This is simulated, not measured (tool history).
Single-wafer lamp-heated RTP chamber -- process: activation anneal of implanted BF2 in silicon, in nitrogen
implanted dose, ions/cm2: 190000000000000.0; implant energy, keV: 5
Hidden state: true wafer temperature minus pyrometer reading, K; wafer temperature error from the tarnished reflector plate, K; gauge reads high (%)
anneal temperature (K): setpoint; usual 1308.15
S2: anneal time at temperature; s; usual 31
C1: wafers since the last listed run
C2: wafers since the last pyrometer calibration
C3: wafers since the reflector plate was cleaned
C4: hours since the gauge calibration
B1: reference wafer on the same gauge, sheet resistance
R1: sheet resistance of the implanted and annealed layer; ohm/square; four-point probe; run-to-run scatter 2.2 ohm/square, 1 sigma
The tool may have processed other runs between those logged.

run 1 hour=0.0 | anneal_temperature_(K)=1308.15 S2=36 | C1=0 C2=4697 C3=1684 C4=376.2 | B1=532.98 | R1=611.05
run 2 hour=66.7 | anneal_temperature_(K)=1308.15 S2=36 | C1=473 C2=5171 C3=2157 C4=442.9 | B1=533.17 | R1=608.89
-- hour=119.1 pyrometer window cleaned and pyrometer calibrated
run 3 hour=152.3 | anneal_temperature_(K)=1308.15 S2=36 | C1=550 C2=235 C3=2708 C4=528.5 | B1=533.02 | R1=613.16
run 4 hour=247.8 | anneal_temperature_(K)=1327.15 S2=17 | C1=677 C2=913 C3=3386 C4=624.0 | B1=533.38 | R1=618.78
run 5 hour=347.7 | anneal_temperature_(K)=1327.15 S2=17 | C1=709 C2=1622 C3=4095 C4=723.9 | B1=533.17 | R1=618.83
run 6 hour=453.9 | anneal_temperature_(K)=1294.15 S2=18 | C1=753 C2=2376 C3=4848 C4=830.1 | B1=533.16 | R1=650.52
run 7 hour=520.1 | anneal_temperature_(K)=1294.15 S2=18 | C1=469 C2=2846 C3=5318 C4=896.3 | B1=533.23 | R1=654.29
run 8 hour=599.9 | anneal_temperature_(K)=1294.15 S2=18 | C1=566 C2=3412 C3=5885 C4=976.1 | B1=533.19 | R1=651.63
run 9 hour=679.4 | anneal_temperature_(K)=1308.15 S2=31 | C1=564 C2=3976 C3=6449 C4=1055.6 | B1=532.80 | R1=608.62
-- hour=714.1 reflector plate cleaned
run 10 hour=766.6 | anneal_temperature_(K)=1294.15 S2=31 | C1=562 C2=4538 C3=372 C4=1142.8 | B1=533.18 | R1=634.67
run 11 hour=864.3 | anneal_temperature_(K)=1294.15 S2=31 | C1=693 C2=5232 C3=1066 C4=1240.5 | B1=533.14 | R1=636.67
-- hour=887.9 pyrometer window cleaned and pyrometer calibrated
run 12 hour=966.4 | anneal_temperature_(K)=1294.15 S2=31 | C1=667 C2=557 C3=1734 C4=1342.6 | B1=533.08 | R1=630.53
run 13 hour=1050.3 | anneal_temperature_(K)=1308.15 S2=31 | C1=595 C2=1152 C3=2329 C4=1426.5 | B1=533.05 | R1=618.02
run 14 hour=1119.1 | anneal_temperature_(K)=1302.15 S2=31 | C1=488 C2=1641 C3=2818 C4=1495.3 | B1=533.09 | R1=627.69
run 15 hour=1179.3 | anneal_temperature_(K)=1308.15 S2=31 | C1=427 C2=2068 C3=3245 C4=1555.5 | B1=533.35 | R1=615.90
run 16 hour=1224.0 | anneal_temperature_(K)=1308.15 S2=31 | C1=317 C2=2385 C3=3562 C4=1600.2 | B1=533.07 | R1=616.52
run 17 hour=1317.9 | anneal_temperature_(K)=1286.15 S2=21 | C1=666 C2=3052 C3=4229 C4=1694.1 | B1=532.91 | R1=662.82
run 18 hour=1385.8 | anneal_temperature_(K)=1308.15 S2=31 | C1=481 C2=3534 C3=4711 C4=1762.0 | B1=533.06 | R1=612.64
-- hour=1428.4 gauge calibrated
run 19 hour=1464.7 | anneal_temperature_(K)=1316.15 S2=15 | C1=560 C2=4094 C3=5271 C4=36.3 | B1=532.83 | R1=632.39
run 20 hour=1561.2 | anneal_temperature_(K)=1308.15 S2=31 | C1=684 C2=4778 C3=5955 C4=132.8 | B1=533.00 | R1=612.44
-- hour=1641.8 pyrometer window cleaned and pyrometer calibrated
run 21 hour=1642.3 | anneal_temperature_(K)=1308.15 S2=36 | C1=518 C2=3 C3=6474 C4=213.9 | B1=532.62 | R1=606.40
run 22 hour=1732.8 | anneal_temperature_(K)=1308.15 S2=22 | C1=642 C2=645 C3=7117 C4=304.4 | B1=532.70 | R1=625.00
-- hour=1798.9 reflector plate cleaned
run 23 hour=1834.5 | anneal_temperature_(K)=1317.15 S2=19 | C1=665 C2=1310 C3=252 C4=406.1 | B1=533.23 | R1=627.52
run 24 hour=1909.7 | anneal_temperature_(K)=1308.15 S2=31 | C1=533 C2=1844 C3=786 C4=481.3 | B1=532.71 | R1=617.66
run 25 hour=1957.9 | anneal_temperature_(K)=1336.15 S2=46 | C1=342 C2=2186 C3=1128 C4=529.5 | B1=532.84 | R1=581.07
run 26 hour=2041.2 | anneal_temperature_(K)=1330.15 S2=19 | C1=591 C2=2777 C3=1719 C4=612.8 | B1=533.24 | R1=616.22
run 27 hour=2100.9 | anneal_temperature_(K)=1308.15 S2=21 | C1=423 C2=3201 C3=2143 C4=672.5 | B1=532.87 | R1=631.63
run 28 hour=2150.6 | anneal_temperature_(K)=1308.15 S2=31 | C1=352 C2=3554 C3=2496 C4=722.2 | B1=532.63 | R1=616.26
run 29 hour=2212.2 | anneal_temperature_(K)=1322.15 S2=41 | C1=437 C2=3991 C3=2933 C4=783.8 | B1=532.99 | R1=596.90
run 30 hour=2250.8 | anneal_temperature_(K)=1291.15 S2=38 | C1=273 C2=4265 C3=3207 C4=822.4 | B1=532.86 | R1=627.11
-- hour=2315.3 pyrometer window cleaned and pyrometer calibrated
run 31 hour=2324.9 | anneal_temperature_(K)=1287.15 S2=47 | C1=469 C2=68 C3=3676 C4=896.5 | B1=533.11 | R1=623.25
run 32 hour=2374.1 | anneal_temperature_(K)=1308.15 S2=31 | C1=349 C2=417 C3=4025 C4=945.7 | B1=532.84 | R1=613.76

Forecast each of these 5 alternatives for the next run:
run A hour=2374.5 | anneal_temperature_(K)=1308.15 S2=46 | C1=2 C2=420 C3=4028 C4=946.1 | B1=? | R1=?
run B hour=2374.5 | anneal_temperature_(K)=1287.15 S2=37 | C1=2 C2=420 C3=4028 C4=946.1 | B1=? | R1=?
run C hour=2374.5 | anneal_temperature_(K)=1318.15 S2=47 | C1=2 C2=420 C3=4028 C4=946.1 | B1=? | R1=?
run D hour=2374.5 | anneal_temperature_(K)=1319.15 S2=40 | C1=2 C2=420 C3=4028 C4=946.1 | B1=? | R1=?
run E hour=2374.5 | anneal_temperature_(K)=1288.15 S2=13 | C1=2 C2=420 C3=4028 C4=946.1 | B1=? | R1=?

run=A B1=532.79 R1=601.82
run=B B1=532.79 R1=634.23
run=C B1=532.79 R1=593.54
run=D B1=532.79 R1=598.56
run=E B1=532.79 R1=684.13
Stripped of hidden state, with their random variation kept, the same runs would have yielded:
run=A R1=604.29
run=B R1=639.05
run=C R1=595.76
run=D R1=600.86
run=E R1=689.59
